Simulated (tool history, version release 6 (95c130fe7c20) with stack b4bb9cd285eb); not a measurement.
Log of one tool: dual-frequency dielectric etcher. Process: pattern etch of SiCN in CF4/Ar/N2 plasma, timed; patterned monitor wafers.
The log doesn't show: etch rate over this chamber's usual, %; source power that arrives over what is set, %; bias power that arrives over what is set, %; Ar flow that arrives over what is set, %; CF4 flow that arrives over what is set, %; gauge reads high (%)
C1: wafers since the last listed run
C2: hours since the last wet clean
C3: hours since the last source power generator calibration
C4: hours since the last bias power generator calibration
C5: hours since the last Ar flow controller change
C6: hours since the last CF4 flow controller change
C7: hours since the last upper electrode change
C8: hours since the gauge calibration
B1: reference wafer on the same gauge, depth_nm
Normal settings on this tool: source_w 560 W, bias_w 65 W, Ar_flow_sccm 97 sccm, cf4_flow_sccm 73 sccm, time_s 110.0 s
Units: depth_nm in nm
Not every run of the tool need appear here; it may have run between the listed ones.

Run 1, hour 0.0: usual settings but source_w 610 W, time_s 86.5 s; C1 0; C2 25.3; C3 3957.4; C4 2345.1; C5 843.2; C6 3983.4; C7 3730.1; C8 254.2; B1 110.0. Result: depth_nm 89.6 nm.
Run 2, hour 30.2: usual settings but source_w 610 W, time_s 86.5 s; C1 229; C2 55.5; C3 3987.6; C4 2375.3; C5 873.4; C6 4013.6; C7 3760.3; C8 284.4; B1 110.0. Result: depth_nm 89.5 nm.
Run 3, hour 97.5: usual settings but source_w 660 W, time_s 119.5 s; C1 511; C2 122.8; C3 4054.9; C4 2442.6; C5 940.7; C6 4080.9; C7 3827.6; C8 351.7; B1 110.1. Result: depth_nm 133.1 nm.
Run 4, hour 165.4: usual settings but source_w 660 W, time_s 119.5 s; C1 516; C2 190.7; C3 4122.8; C4 2510.5; C5 1008.6; C6 4148.8; C7 3895.5; C8 419.6; B1 110.0. Result: depth_nm 132.2 nm.
Run 5, hour 202.2: usual settings; C1 279; C2 227.5; C3 4159.6; C4 2547.3; C5 1045.4; C6 4185.6; C7 3932.3; C8 456.4; B1 110.0. Result: depth_nm 104.8 nm.
Run 6, hour 264.5: usual settings; C1 473; C2 289.8; C3 4221.9; C4 2609.6; C5 1107.7; C6 4247.9; C7 3994.6; C8 518.7; B1 110.1. Result: depth_nm 104.9 nm.
Run 7, hour 315.0: usual settings; C1 384; C2 340.3; C3 4272.4; C4 2660.1; C5 1158.2; C6 4298.4; C7 4045.1; C8 569.2; B1 109.8. Result: depth_nm 104.4 nm.
At hour 351.5: source power generator calibrated.
At hour 361.3: wet clean of the chamber.
At hour 371.2: upper electrode replaced.
Run 8, hour 381.4: usual settings; C1 325; C2 20.1; C3 29.9; C4 2726.5; C5 1224.6; C6 4364.8; C7 10.2; C8 635.6; B1 109.9. Result: depth_nm 105.9 nm.
Run 9, hour 452.9: usual settings; C1 543; C2 91.6; C3 101.4; C4 2798.0; C5 1296.1; C6 4436.3; C7 81.7; C8 707.1; B1 110.1. Result: depth_nm 106.0 nm.
Run 10, hour 521.8: usual settings but bias_w 70 W; C1 524; C2 160.5; C3 170.3; C4 2866.9; C5 1365.0; C6 4505.2; C7 150.6; C8 776.0; B1 110.0. Result: depth_nm 108.3 nm.
At hour 619.3: Ar flow controller replaced.
Run 11, hour 647.5: usual settings but cf4_flow_sccm 55 sccm; C1 910; C2 286.2; C3 296.0; C4 2992.6; C5 28.2; C6 4630.9; C7 276.3; C8 901.7; B1 110.1. Result: depth_nm 95.3 nm.

Run 12, settings as shown, results not yet in. Your forecast:
At hour 709.8: wet clean of the chamber.
Run 12, hour 710.3: usual settings but cf4_flow_sccm 55 sccm; C1 295; C2 0.5; C3 358.8; C4 3055.4; C5 91.0; C6 4693.7; C7 339.1; C8 964.5; B1 ?. Result: depth_nm ?.

B1: 110.0
depth_nm: 96.7 nm
With the hidden condition absent and the run-to-run variation left alone, this run would have shown depth_nm 96.8 nm.

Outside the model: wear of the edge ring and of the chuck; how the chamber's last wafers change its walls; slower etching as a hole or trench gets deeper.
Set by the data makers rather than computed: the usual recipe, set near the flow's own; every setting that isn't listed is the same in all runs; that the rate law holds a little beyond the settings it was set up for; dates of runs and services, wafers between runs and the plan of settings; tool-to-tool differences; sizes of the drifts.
